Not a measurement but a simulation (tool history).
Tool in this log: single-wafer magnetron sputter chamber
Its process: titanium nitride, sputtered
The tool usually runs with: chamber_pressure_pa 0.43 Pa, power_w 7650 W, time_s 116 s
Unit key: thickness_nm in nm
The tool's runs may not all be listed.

run      day  chamber_pressure_pa  power_w  time_s  read-back reference wafer on the same gauge, thickness_nm  thickness_nm
  1        0                 0.43     7650     116                                                    150.981       155.221
       7.054  -- capacitance manometer re-zeroed and calibrated
  2   10.462                 0.43     7650     116                                                    151.007       154.495
  3   12.888                 0.43     7650     116                                                    150.942       153.941
      16.733  -- sputter target and shields replaced
  4   16.754                 0.43     7650     116                                                    151.021       155.609
  5   20.583                 0.43     7650     116                                                    151.049       155.502
  6   24.054                 0.43     7650     116                                                    150.949        154.66
  7   25.842                 0.43     7650     116                                                    150.967       154.388
  8   28.229                 0.43     6750     116                                                     151.02       140.462
  9   30.083                 0.43     6750     116                                                    151.035       139.799
 10   34.112                 0.43     6750     116                                                     151.02       139.897
      39.042  -- sputter target and shields replaced
      41.783  -- magnet pack replaced
 11   44.483                 0.43     7650     116                                                    151.046       155.514
 12   48.812                 0.43     7650     116                                                    150.967       154.006
      52.517  -- capacitance manometer re-zeroed and calibrated
 13   53.083                 0.43     7650     116                                                    151.021       154.481
 14   56.967                 0.43     7650     116                                                    151.023       153.661
 15     60.4                 0.43     6900     116                                                    151.012       142.161
      61.533  -- sputter target and shields replaced
 16   64.817                 0.43     9050     116                                                    150.984       177.473
 17   66.538                 0.43     7650     116                                                     151.03       154.797
 18   69.971                0.551     9350     116                                                    150.959       175.671
 19   71.621                0.482     6100     124                                                    151.145       137.658
 20    75.55                0.476     9450      97                                                    150.981       150.073
 21   77.346                0.513     7650     116                                                    150.966       150.924
 22   81.429                0.297     5950     116                                                    150.938       132.586
      82.383  -- gauge calibrated
 23     83.3                0.513     7650     116                                                    151.055       150.403
 24   85.046                 0.43     7650     116                                                    150.982        153.98
        86.2  -- sputter target and shields replaced
 25   87.625                 0.43     7650     116                                                    151.024       155.552
 26       92                 0.26     9300     131                                                    151.094       214.262
 27   95.929                 0.43     5750     128                                                    151.067       137.844
      103.35  -- capacitance manometer re-zeroed and calibrated
 28  107.846                 0.43     7650     136                                                    151.045       179.967

Predict each of these 4 candidate next runs independently; none follows another, all start after run 28:
  A  107.862                 0.43     7650     116                                                          ?             ?
  B  107.862                0.386     7650     126                                                          ?             ?
  C  107.862                0.532     6600     106                                                          ?             ?
  D  107.862                0.327     7650      96                                                          ?             ?

run  read-back reference wafer on the same gauge, thickness_nm  thickness_nm
  A                                                    151.118       154.361
  B                                                    151.118       169.727
  C                                                    151.118       122.719
  D                                                    151.118       131.462
With no hidden state in the tool, these same runs would have given:
run  thickness_nm
  A       156.889
  B       172.508
  C       124.729
  D       133.615
